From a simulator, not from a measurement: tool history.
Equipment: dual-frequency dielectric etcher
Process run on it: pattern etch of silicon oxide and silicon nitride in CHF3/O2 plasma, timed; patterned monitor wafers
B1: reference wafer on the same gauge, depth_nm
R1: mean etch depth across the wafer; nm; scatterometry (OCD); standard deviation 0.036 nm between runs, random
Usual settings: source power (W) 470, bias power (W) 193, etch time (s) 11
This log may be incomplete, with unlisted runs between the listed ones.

run 1 hour=0 | source_power_(W)=470 bias_power_(W)=193 etch_time_(s)=11 | B1=12.72 | R1=14.48
run 2 hour=48.8 | source_power_(W)=470 bias_power_(W)=193 etch_time_(s)=11 | B1=12.71 | R1=14.51
run 3 hour=153 | source_power_(W)=470 bias_power_(W)=193 etch_time_(s)=11 | B1=12.69 | R1=14.46
run 4 hour=209.7 | source_power_(W)=470 bias_power_(W)=193 etch_time_(s)=11 | B1=12.7 | R1=14.48
-- hour=289.6 wet clean of the chamber
run 5 hour=382.6 | source_power_(W)=400 bias_power_(W)=193 etch_time_(s)=10 | B1=12.69 | R1=12.56
run 6 hour=422.7 | source_power_(W)=400 bias_power_(W)=193 etch_time_(s)=10 | B1=12.69 | R1=12.54
run 7 hour=485.5 | source_power_(W)=400 bias_power_(W)=193 etch_time_(s)=10 | B1=12.71 | R1=12.5
-- hour=520.8 bias power generator calibrated
run 8 hour=559.6 | source_power_(W)=470 bias_power_(W)=193 etch_time_(s)=11 | B1=12.69 | R1=14.4
run 9 hour=604.1 | source_power_(W)=470 bias_power_(W)=193 etch_time_(s)=11 | B1=12.72 | R1=14.36
-- hour=644.6 upper electrode replaced
run 10 hour=696.4 | source_power_(W)=420 bias_power_(W)=193 etch_time_(s)=11 | B1=12.7 | R1=13.75
-- hour=727.8 wet clean of the chamber
-- hour=736.7 gauge calibrated
run 11 hour=751.2 | source_power_(W)=420 bias_power_(W)=193 etch_time_(s)=11 | B1=12.69 | R1=13.87
run 12 hour=800.1 | source_power_(W)=470 bias_power_(W)=193 etch_time_(s)=11 | B1=12.7 | R1=14.36
run 13 hour=873.4 | source_power_(W)=470 bias_power_(W)=193 etch_time_(s)=11 | B1=12.7 | R1=14.37
run 14 hour=957.8 | source_power_(W)=470 bias_power_(W)=193 etch_time_(s)=11 | B1=12.69 | R1=14.38
run 15 hour=1003.9 | source_power_(W)=530 bias_power_(W)=216 etch_time_(s)=12.5 | B1=12.7 | R1=17.63
run 16 hour=1052.8 | source_power_(W)=370 bias_power_(W)=193 etch_time_(s)=11 | B1=12.7 | R1=13.26
-- hour=1078.4 source power generator calibrated
run 17 hour=1088.9 | source_power_(W)=430 bias_power_(W)=166 etch_time_(s)=14 | B1=12.7 | R1=17.11
-- hour=1178.7 wet clean of the chamber
run 18 hour=1179.2 | source_power_(W)=470 bias_power_(W)=193 etch_time_(s)=9.5 | B1=12.7 | R1=12.48
run 19 hour=1256.9 | source_power_(W)=470 bias_power_(W)=233 etch_time_(s)=11 | B1=12.7 | R1=15.31
run 20 hour=1311.6 | source_power_(W)=470 bias_power_(W)=208 etch_time_(s)=11 | B1=12.69 | R1=14.8
run 21 hour=1394.7 | source_power_(W)=530 bias_power_(W)=225 etch_time_(s)=12 | B1=12.7 | R1=17.18
run 22 hour=1443.9 | source_power_(W)=470 bias_power_(W)=193 etch_time_(s)=11 | B1=12.71 | R1=14.4
run 23 hour=1491 | source_power_(W)=470 bias_power_(W)=224 etch_time_(s)=14 | B1=12.69 | R1=19.26
-- hour=1548.3 wet clean of the chamber
run 24 hour=1596.7 | source_power_(W)=470 bias_power_(W)=175 etch_time_(s)=11 | B1=12.69 | R1=14.03
run 25 hour=1650.4 | source_power_(W)=400 bias_power_(W)=193 etch_time_(s)=10 | B1=12.71 | R1=12.52
run 26 hour=1753.8 | source_power_(W)=420 bias_power_(W)=193 etch_time_(s)=11 | B1=12.69 | R1=13.98
run 27 hour=1832.3 | source_power_(W)=560 bias_power_(W)=193 etch_time_(s)=13 | B1=12.7 | R1=18.17
run 28 hour=1930.8 | source_power_(W)=470 bias_power_(W)=193 etch_time_(s)=11 | B1=12.7 | R1=14.43

Predict each of these 5 candidate next runs independently; none follows another, all start after run 28:
run A hour=1931.2 | source_power_(W)=470 bias_power_(W)=193 etch_time_(s)=10 | B1=? | R1=?
run B hour=1931.2 | source_power_(W)=410 bias_power_(W)=193 etch_time_(s)=11 | B1=? | R1=?
run C hour=1931.2 | source_power_(W)=570 bias_power_(W)=193 etch_time_(s)=8 | B1=? | R1=?
run D hour=1931.2 | source_power_(W)=380 bias_power_(W)=193 etch_time_(s)=12.5 | B1=? | R1=?
run E hour=1931.2 | source_power_(W)=380 bias_power_(W)=193 etch_time_(s)=8.5 | B1=? | R1=?

run=A B1=12.71 R1=13.22
run=B B1=12.71 R1=13.92
run=C B1=12.71 R1=11.27
run=D B1=12.71 R1=15.44
run=E B1=12.71 R1=10.5
What these runs would have given with no unlogged condition in the tool:
run=A R1=13.09
run=B R1=13.78
run=C R1=11.16
run=D R1=15.29
run=E R1=10.4

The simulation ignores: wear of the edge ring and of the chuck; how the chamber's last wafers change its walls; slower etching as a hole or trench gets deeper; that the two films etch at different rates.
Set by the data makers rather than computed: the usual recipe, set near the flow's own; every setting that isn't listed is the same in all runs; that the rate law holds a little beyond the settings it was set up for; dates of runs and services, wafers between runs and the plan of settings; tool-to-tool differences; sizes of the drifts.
